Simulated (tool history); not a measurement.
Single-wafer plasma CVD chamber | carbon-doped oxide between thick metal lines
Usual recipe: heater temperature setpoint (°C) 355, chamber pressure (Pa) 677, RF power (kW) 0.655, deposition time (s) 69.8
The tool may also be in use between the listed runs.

run,hour,heater temperature setpoint (°C),chamber pressure (Pa),RF power (kW),deposition time (s),wafers since the last listed run,hours since the last thermocouple change,hours since the last RF generator calibration,hours since the last manometer calibration,hours since the showerhead was replaced,hours since the gauge calibration,"read-back reference wafer on the same gauge, thickness_nm",mean film thickness on the monitor wafer (Å)
1,0.0,355,677,0.655,69.8,0,1052.1,1069.7,1656.6,5349.2,633.1,505.963,4345.62
2,54.8,355,677,0.655,69.8,1038,1106.9,1124.5,1711.4,5404.0,687.9,506.382,4345.55
3,108.9,355,677,0.655,69.8,1025,1161.0,1178.6,1765.5,5458.1,742.0,505.912,4332.17
4,133.7,355,677,0.655,69.8,470,1185.8,1203.4,1790.3,5482.9,766.8,506.099,4344.27
5,191.3,355,677,0.655,78.4,1091,1243.4,1261.0,1847.9,5540.5,824.4,505.985,4886.96
6,257.0,355,677,0.655,78.4,1245,1309.1,1326.7,1913.6,5606.2,890.1,506.021,4856.52
7,327.5,355,677,0.565,69.8,1336,1379.6,1397.2,1984.1,5676.7,960.6,505.780,4033.36
8,367.1,355,677,0.565,69.8,750,1419.2,1436.8,2023.7,5716.3,1000.2,506.455,4029.52
9,410.4,355,677,0.655,69.8,820,1462.5,1480.1,2067.0,5759.6,1043.5,505.698,4340.06
# hour 456.4: capacitance manometer re-zeroed and calibrated
10,470.9,355,677,0.655,69.8,995,1523.0,1540.6,14.5,5820.1,1104.0,505.989,4339.39
11,498.2,355,677,0.655,69.8,517,1550.3,1567.9,41.8,5847.4,1131.3,506.122,4340.02
12,549.5,355,677,0.655,69.8,972,1601.6,1619.2,93.1,5898.7,1182.6,506.089,4324.23
13,590.5,355,677,0.655,69.8,777,1642.6,1660.2,134.1,5939.7,1223.6,505.867,4344.13
14,655.0,355,677,0.655,69.8,1222,1707.1,1724.7,198.6,6004.2,1288.1,506.221,4346.29
15,726.1,355,677,0.655,69.8,1347,1778.2,1795.8,269.7,6075.3,1359.2,506.588,4329.53
16,770.0,355,565,0.545,81.4,832,1822.1,1839.7,313.6,6119.2,1403.1,506.281,4544.21
17,808.7,355,677,0.655,69.8,733,1860.8,1878.4,352.3,6157.9,1441.8,505.721,4329.29
# hour 832.8: thermocouple changed; heater temperature recalibrated
# hour 847.7: RF generator calibrated
18,848.2,355,677,0.655,69.8,445,15.4,0.5,391.8,6197.4,1481.3,506.103,4328.97
# hour 864.2: gauge calibrated
19,902.9,347,677,0.760,64.2,1036,70.1,55.2,446.5,6252.1,38.7,505.913,4373.06
20,939.8,355,677,0.655,74.1,699,107.0,92.1,483.4,6289.0,75.6,505.534,4603.01
# hour 1011.4: showerhead replaced
21,1054.0,351,620,0.655,69.8,2012,221.2,206.3,597.6,42.6,189.8,505.296,4319.88
22,1114.5,355,677,0.655,79.1,1146,281.7,266.8,658.1,103.1,250.3,506.044,4918.79
23,1171.9,355,677,0.655,69.8,1087,339.1,324.2,715.5,160.5,307.7,505.927,4330.63
24,1220.4,355,677,0.655,65.5,919,387.6,372.7,764.0,209.0,356.2,505.562,4049.47
25,1282.2,366,833,0.740,78.0,1171,449.4,434.5,825.8,270.8,418.0,506.068,5088.39
26,1313.8,355,808,0.655,69.8,598,481.0,466.1,857.4,302.4,449.6,506.597,4382.35
27,1358.5,368,801,0.780,69.8,847,525.7,510.8,902.1,347.1,494.3,505.893,4656.18
28,1385.1,344,677,0.655,82.6,504,552.3,537.4,928.7,373.7,520.9,506.199,5240.35
29,1453.2,355,677,0.740,69.8,1290,620.4,605.5,996.8,441.8,589.0,505.746,4559.96

What the log doesn't show, run by run:
wafer temperature above the value expected at the setpoint (K): 0 at every run
delivered RF power above the setpoint (%): 0 at every run
true pressure above the setpoint (%): 0 at every run
gauge reads high (%): 0 at every run

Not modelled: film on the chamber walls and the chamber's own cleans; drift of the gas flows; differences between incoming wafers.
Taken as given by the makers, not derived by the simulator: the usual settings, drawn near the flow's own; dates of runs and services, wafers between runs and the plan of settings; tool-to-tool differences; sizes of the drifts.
